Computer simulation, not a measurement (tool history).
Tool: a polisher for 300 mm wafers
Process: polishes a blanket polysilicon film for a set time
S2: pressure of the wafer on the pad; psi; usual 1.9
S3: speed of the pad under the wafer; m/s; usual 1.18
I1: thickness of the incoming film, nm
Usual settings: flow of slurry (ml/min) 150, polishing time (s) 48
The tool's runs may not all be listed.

Run 1, day 0: usual settings but S3 1.06 m/s; I1 983.9. Result: film removed (Å) 2939.
Run 2, day 3.771: usual settings but polishing time (s) 53; I1 999.5. Result: film removed (Å) 3502.
At day 4.638: worn pad replaced by a new one.
Run 3, day 6.825: usual settings but flow of slurry (ml/min) 115; I1 963.7. Result: film removed (Å) 3265.
At day 7.558: slurry nozzle cleaned.
Run 4, day 10.229: usual settings but flow of slurry (ml/min) 115; I1 973.8. Result: film removed (Å) 3206.
Run 5, day 20.471: usual settings but flow of slurry (ml/min) 115; I1 978.7. Result: film removed (Å) 3038.
At day 22.146: worn pad replaced by a new one.
Run 6, day 23.517: usual settings but polishing time (s) 43; I1 981.3. Result: film removed (Å) 3119.
Run 7, day 26.183: usual settings; I1 980.2. Result: film removed (Å) 3460.
Run 8, day 29.529: usual settings; I1 985.3. Result: film removed (Å) 3400.
At day 33.104: slurry nozzle cleaned.
Run 9, day 33.958: usual settings but S2 1.5 psi; I1 981. Result: film removed (Å) 2591.
At day 35.388: head pressure recalibrated.
Run 10, day 35.983: usual settings but S2 1.5 psi; I1 974.1. Result: film removed (Å) 2619.
Run 11, day 40.133: usual settings; I1 990.5. Result: film removed (Å) 3109.
At day 42.562: worn pad replaced by a new one.
Run 12, day 43.479: usual settings; I1 980.7. Result: film removed (Å) 3515.
Run 13, day 47.75: usual settings; I1 980.4. Result: film removed (Å) 3469.
Run 14, day 51.454: usual settings but flow of slurry (ml/min) 190, S2 2.6 psi, S3 0.96 m/s, polishing time (s) 31; I1 977.7. Result: film removed (Å) 2609.
Run 15, day 53.042: usual settings; I1 983.6. Result: film removed (Å) 3348.
Run 16, day 57.408: usual settings but flow of slurry (ml/min) 135; I1 977.4. Result: film removed (Å) 3218.
At day 59.738: slurry nozzle cleaned.
Run 17, day 59.921: usual settings but flow of slurry (ml/min) 165, S3 0.78 m/s; I1 987.7. Result: film removed (Å) 2222.
At day 61.05: worn pad replaced by a new one.
Run 18, day 71.379: usual settings but flow of slurry (ml/min) 125; I1 986.4. Result: film removed (Å) 3247.
Run 19, day 74.625: usual settings; I1 987.1. Result: film removed (Å) 3250.
Run 20, day 80: usual settings but flow of slurry (ml/min) 180, S2 2.4 psi, S3 0.8 m/s, polishing time (s) 43; I1 985.6. Result: film removed (Å) 2525.
At day 83.925: worn pad replaced by a new one.
Run 21, day 84.229: usual settings but flow of slurry (ml/min) 165, S2 1.5 psi, S3 1.32 m/s, polishing time (s) 65; I1 963.1. Result: film removed (Å) 4386.
Run 22, day 86.583: usual settings but S2 1.3 psi; I1 971.4. Result: film removed (Å) 2418.
Run 23, day 90.504: usual settings but flow of slurry (ml/min) 170; I1 983.4. Result: film removed (Å) 3485.
At day 91.525: head pressure recalibrated.
At day 92.596: slurry nozzle cleaned.
Run 24, day 95.408: usual settings but S2 2.1 psi, S3 1.3 m/s; I1 964.1. Result: film removed (Å) 4011.
Run 25, day 99.1: usual settings but flow of slurry (ml/min) 175, S2 1.4 psi, S3 1.06 m/s, polishing time (s) 62; I1 974.5. Result: film removed (Å) 2886.
At day 102.296: worn pad replaced by a new one.
Run 26, day 102.792: usual settings; I1 984.9. Result: film removed (Å) 3586.

5 ways to go on from here, each from the tool as it stands after run 26. What would each give?
Run A, day 102.808: usual settings; I1 971.6. Result: film removed (Å) ?.
Run B, day 102.808: usual settings but polishing time (s) 35; I1 971.6. Result: film removed (Å) ?.
Run C, day 102.808: usual settings but S3 0.8 m/s; I1 971.6. Result: film removed (Å) ?.
Run D, day 102.808: usual settings but S2 1.4 psi, S3 1.48 m/s; I1 971.6. Result: film removed (Å) ?.
Run E, day 102.808: usual settings but flow of slurry (ml/min) 185, S3 1.5 m/s, polishing time (s) 38; I1 971.6. Result: film removed (Å) ?.

run  film removed (Å)
  A              3552
  B              2590
  C              2476
  D              3260
  E              3658
Without the tool's hidden state the same runs would have given:
run  film removed (Å)
  A              3596
  B              2622
  C              2506
  D              3299
  E              3703

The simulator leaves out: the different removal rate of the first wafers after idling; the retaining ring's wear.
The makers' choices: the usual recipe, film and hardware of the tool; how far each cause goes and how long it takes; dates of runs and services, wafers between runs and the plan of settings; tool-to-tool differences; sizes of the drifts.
